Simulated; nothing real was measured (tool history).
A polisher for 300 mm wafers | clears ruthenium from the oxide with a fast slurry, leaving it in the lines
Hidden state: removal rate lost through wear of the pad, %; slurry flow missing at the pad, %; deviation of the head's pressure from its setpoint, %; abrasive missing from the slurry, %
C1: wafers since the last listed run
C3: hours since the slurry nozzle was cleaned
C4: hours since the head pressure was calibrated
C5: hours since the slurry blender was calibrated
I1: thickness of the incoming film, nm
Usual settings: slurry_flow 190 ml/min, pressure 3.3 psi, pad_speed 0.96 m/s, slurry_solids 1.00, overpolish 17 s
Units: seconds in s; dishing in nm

Run 1, hour 0.0: usual settings but slurry_solids 1.15; C1 0; wafers polished on this pad 800; C3 274.9; C4 1168.9; C5 134.1; I1 267.8. Result: seconds 54.5 s, dishing 51.8 nm.
Run 2, hour 14.5: usual settings but slurry_solids 1.15; C1 156; wafers polished on this pad 957; C3 289.4; C4 1183.4; C5 148.6; I1 269.9. Result: seconds 55.1 s, dishing 51.1 nm.
At hour 58.1: worn pad replaced by a new one.
At hour 58.5: slurry blender recalibrated.
Run 3, hour 60.4: usual settings; C1 448; wafers polished on this pad 20; C3 335.3; C4 1229.3; C5 1.9; I1 270.7. Result: seconds 55.4 s, dishing 51.9 nm.
Run 4, hour 76.8: usual settings; C1 177; wafers polished on this pad 197; C3 351.7; C4 1245.7; C5 18.3; I1 269.3. Result: seconds 54.7 s, dishing 52.5 nm.
Run 5, hour 89.7: usual settings; C1 139; wafers polished on this pad 337; C3 364.6; C4 1258.6; C5 31.2; I1 271.4. Result: seconds 57.0 s, dishing 51.3 nm.
Run 6, hour 103.2: usual settings but overpolish 11 s; C1 146; wafers polished on this pad 483; C3 378.1; C4 1272.1; C5 44.7; I1 271.3. Result: seconds 56.4 s, dishing 37.6 nm.
Run 7, hour 126.2: usual settings but overpolish 11 s; C1 248; wafers polished on this pad 732; C3 401.1; C4 1295.1; C5 67.7; I1 268.0. Result: seconds 57.5 s, dishing 35.1 nm.
Run 8, hour 140.3: usual settings but slurry_flow 235 ml/min; C1 152; wafers polished on this pad 885; C3 415.2; C4 1309.2; C5 81.8; I1 270.9. Result: seconds 55.4 s, dishing 49.9 nm.
At hour 146.1: head pressure recalibrated.
Run 9, hour 150.3: usual settings but slurry_flow 235 ml/min; C1 86; wafers polished on this pad 971; C3 425.2; C4 4.2; C5 91.8; I1 276.2. Result: seconds 57.8 s, dishing 50.7 nm.
Run 10, hour 159.4: usual settings but slurry_flow 235 ml/min; C1 98; wafers polished on this pad 1070; C3 434.3; C4 13.3; C5 100.9; I1 265.6. Result: seconds 56.8 s, dishing 49.8 nm.
Run 11, hour 172.5: usual settings; C1 141; wafers polished on this pad 1211; C3 447.4; C4 26.4; C5 114.0; I1 267.3. Result: seconds 60.7 s, dishing 47.1 nm.
At hour 178.4: worn pad replaced by a new one.
Run 12, hour 181.8: usual settings; C1 57; wafers polished on this pad 36; C3 456.7; C4 35.7; C5 123.3; I1 266.3. Result: seconds 54.4 s, dishing 50.3 nm.
Run 13, hour 193.6: usual settings but slurry_solids 1.05; C1 127; wafers polished on this pad 164; C3 468.5; C4 47.5; C5 135.1; I1 270.2. Result: seconds 56.0 s, dishing 52.1 nm.
Run 14, hour 202.8: usual settings but slurry_flow 240 ml/min; C1 99; wafers polished on this pad 264; C3 477.7; C4 56.7; C5 144.3; I1 272.0. Result: seconds 53.6 s, dishing 49.3 nm.
Run 15, hour 216.5: usual settings but slurry_flow 225 ml/min, overpolish 24 s; C1 148; wafers polished on this pad 412; C3 491.4; C4 70.4; C5 158.0; I1 267.7. Result: seconds 54.6 s, dishing 61.5 nm.
Run 16, hour 229.4: usual settings but pad_speed 0.66 m/s; C1 139; wafers polished on this pad 551; C3 504.3; C4 83.3; C5 170.9; I1 269.6. Result: seconds 82.4 s, dishing 39.0 nm.
Run 17, hour 245.9: usual settings but slurry_flow 240 ml/min; C1 178; wafers polished on this pad 730; C3 520.8; C4 99.8; C5 187.4; I1 270.5. Result: seconds 55.3 s, dishing 51.3 nm.
At hour 253.7: slurry nozzle cleaned.
Run 18, hour 257.5: usual settings but slurry_flow 210 ml/min, pad_speed 0.76 m/s, slurry_solids 1.20, overpolish 14 s; C1 114; wafers polished on this pad 845; C3 3.8; C4 111.4; C5 199.0; I1 269.2. Result: seconds 63.5 s, dishing 39.7 nm.
Run 19, hour 272.8: usual settings; C1 165; wafers polished on this pad 1010; C3 19.1; C4 126.7; C5 214.3; I1 271.1. Result: seconds 55.0 s, dishing 51.0 nm.
At hour 281.9: worn pad replaced by a new one.
Run 20, hour 288.2: usual settings but slurry_flow 235 ml/min, pad_speed 0.68 m/s, slurry_solids 0.85; C1 123; wafers polished on this pad 67; C3 34.5; C4 142.1; C5 229.7; I1 270.3. Result: seconds 71.5 s, dishing 41.3 nm.
Run 21, hour 296.0: usual settings but slurry_flow 240 ml/min, pad_speed 1.16 m/s, overpolish 14 s; C1 84; wafers polished on this pad 152; C3 42.3; C4 149.9; C5 237.5; I1 267.5. Result: seconds 39.8 s, dishing 54.8 nm.
At hour 303.4: slurry blender recalibrated.
Run 22, hour 306.9: usual settings but slurry_flow 135 ml/min, pressure 2.9 psi, overpolish 22 s; C1 96; wafers polished on this pad 248; C3 53.2; C4 160.8; C5 3.5; I1 269.7. Result: seconds 61.9 s, dishing 54.5 nm.
Run 23, hour 318.0: usual settings; C1 120; wafers polished on this pad 368; C3 64.3; C4 171.9; C5 14.6; I1 267.3. Result: seconds 51.8 s, dishing 54.1 nm.
Run 24, hour 328.9: usual settings but slurry_flow 220 ml/min, slurry_solids 0.75; C1 117; wafers polished on this pad 486; C3 75.2; C4 182.8; C5 25.5; I1 268.9. Result: seconds 57.2 s, dishing 47.2 nm.
Run 25, hour 357.5: usual settings but pad_speed 0.80 m/s, slurry_solids 0.85; C1 309; wafers polished on this pad 796; C3 103.8; C4 211.4; C5 54.1; I1 272.0. Result: seconds 70.9 s, dishing 43.9 nm.
Run 26, hour 371.9: usual settings; C1 155; wafers polished on this pad 951; C3 118.2; C4 225.8; C5 68.5; I1 267.5. Result: seconds 55.8 s, dishing 50.4 nm.
Run 27, hour 384.7: usual settings but pressure 2.8 psi; C1 138; wafers polished on this pad 1090; C3 131.0; C4 238.6; C5 81.3; I1 270.7. Result: seconds 67.4 s, dishing 45.1 nm.
Run 28, hour 395.8: usual settings; C1 120; wafers polished on this pad 1210; C3 142.1; C4 249.7; C5 92.4; I1 266.7. Result: seconds 57.5 s, dishing 49.4 nm.
At hour 403.3: worn pad replaced by a new one.
Run 29, hour 412.5: usual settings but slurry_flow 220 ml/min, pad_speed 1.28 m/s; C1 137; wafers polished on this pad 99; C3 158.8; C4 266.4; C5 109.1; I1 271.3. Result: seconds 38.0 s, dishing 64.9 nm.

Hidden state at the last listed run before each entry between runs and at the first one after, where it differs:
Between runs 2 and 3: worn pad replaced by a new one (hour 58.1); slurry blender recalibrated (hour 58.5)
  removal rate lost through wear of the pad, %: 8.81 -> 1.15; slurry flow missing at the pad, %: 35.9 -> 37.7
  measured less the result without the state, seconds: +9.1 -> +5.7 s; dishing: -6.4 -> -3.8 nm
Between runs 8 and 9: head pressure recalibrated (hour 146.1)
  removal rate lost through wear of the pad, %: 9.05 -> 10; slurry flow missing at the pad, %: 39.7 -> 39.9
  measured less the result without the state, seconds: +9.1 -> +10.1 s; dishing: -6.2 -> -6.8 nm
Between runs 11 and 12: worn pad replaced by a new one (hour 178.4)
  removal rate lost through wear of the pad, %: 12.2 -> 1.55; slurry flow missing at the pad, %: 40.3 -> 40.5
  measured less the result without the state, seconds: +12.9 -> +6.4 s; dishing: -8.2 -> -4.3 nm
Between runs 17 and 18: slurry nozzle cleaned (hour 253.7)
  removal rate lost through wear of the pad, %: 7.89 -> 9.04; slurry flow missing at the pad, %: 41.3 -> 5.07
  measured less the result without the state, seconds: +8.7 -> +6.2 s; dishing: -6.1 -> -3.2 nm
Between runs 19 and 20: worn pad replaced by a new one (hour 281.9)
  removal rate lost through wear of the pad, %: 10.6 -> 1.16; slurry flow missing at the pad, %: 8.78 -> 12.2
  measured less the result without the state, seconds: +6.6 -> +2.0 s; dishing: -4.4 -> -0.9 nm
Between runs 21 and 22: slurry blender recalibrated (hour 303.4)
  removal rate lost through wear of the pad, %: 1.93 -> 3.01; slurry flow missing at the pad, %: 13.8 -> 15.9
  measured less the result without the state, seconds: +1.5 -> +4.3 s; dishing: -1.4 -> -2.5 nm
Between runs 28 and 29: worn pad replaced by a new one (hour 403.3)
  removal rate lost through wear of the pad, %: 11.8 -> 2.06; slurry flow missing at the pad, %: 28.7 -> 30.4
  measured less the result without the state, seconds: +9.9 -> +2.9 s; dishing: -6.6 -> -2.9 nm
